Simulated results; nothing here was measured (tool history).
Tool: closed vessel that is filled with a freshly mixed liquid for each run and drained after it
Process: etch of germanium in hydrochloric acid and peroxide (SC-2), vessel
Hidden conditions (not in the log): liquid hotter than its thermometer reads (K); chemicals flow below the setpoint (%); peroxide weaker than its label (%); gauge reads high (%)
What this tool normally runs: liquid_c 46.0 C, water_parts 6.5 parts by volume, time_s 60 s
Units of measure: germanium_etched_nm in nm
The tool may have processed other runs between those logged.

run,hour,liquid_c,water_parts,time_s,wafers since the last listed run,hours since the thermometer was replaced,hours since the chemicals flow meter was replaced,hours since the drum of peroxide was connected,hours since the gauge calibration,"read-back film thickness of the germanium reference wafer, read on the same gauge (nm)",germanium_etched_nm
1,0.0,46.0,6.5,60,0,223.4,1049.8,55.4,622.1,39.99,146.01
2,61.5,46.0,6.5,60,9029,284.9,1111.3,116.9,683.6,40.04,146.86
3,102.3,46.0,6.5,60,5990,325.7,1152.1,157.7,724.4,39.99,147.93
4,172.0,53.0,6.5,60,10233,395.4,1221.8,227.4,794.1,39.99,185.63
5,346.9,53.0,6.5,60,25680,570.3,1396.7,402.3,969.0,39.95,187.73
6,394.3,53.0,6.5,60,6959,617.7,1444.1,449.7,1016.4,39.98,190.89
# hour 452.7: gauge calibrated
7,455.0,46.0,8.0,60,8912,678.4,1504.8,510.4,2.3,39.96,149.42
8,504.7,46.0,8.0,60,7297,728.1,1554.5,560.1,52.0,40.00,148.30
9,571.2,46.0,6.5,60,9764,794.6,1621.0,626.6,118.5,39.97,151.49
# hour 630.1: thermometer replaced
10,641.1,46.0,8.5,35,10116,11.0,1690.9,696.5,188.4,40.00,91.07
# hour 651.9: new drum of peroxide connected
# hour 665.6: chemicals flow meter replaced
11,699.5,46.0,6.5,70,8281,69.4,33.9,47.6,246.8,39.99,186.27
12,724.7,46.0,6.5,40,3700,94.6,59.1,72.8,272.0,39.99,106.61
13,792.5,51.5,4.0,45,9955,162.4,126.9,140.6,339.8,39.99,146.42
14,829.4,46.0,6.5,60,5417,199.3,163.8,177.5,376.7,40.02,162.44
# hour 841.6: thermometer replaced, repeated, since the last time left the tool worse
15,858.2,36.0,5.5,45,4081,16.6,192.6,206.3,405.5,40.00,77.39
16,910.3,46.0,6.5,45,7649,68.7,244.7,258.4,457.6,40.01,108.05

Run by run, hidden condition taken away, random variation retained:
run,germanium_etched_nm
1,143.97
2,144.23
3,144.91
4,181.28
5,181.39
6,183.93
7,143.19
8,141.71
9,144.10
10,83.02
11,169.07
12,96.61
13,132.46
14,146.26
15,77.17
16,107.41
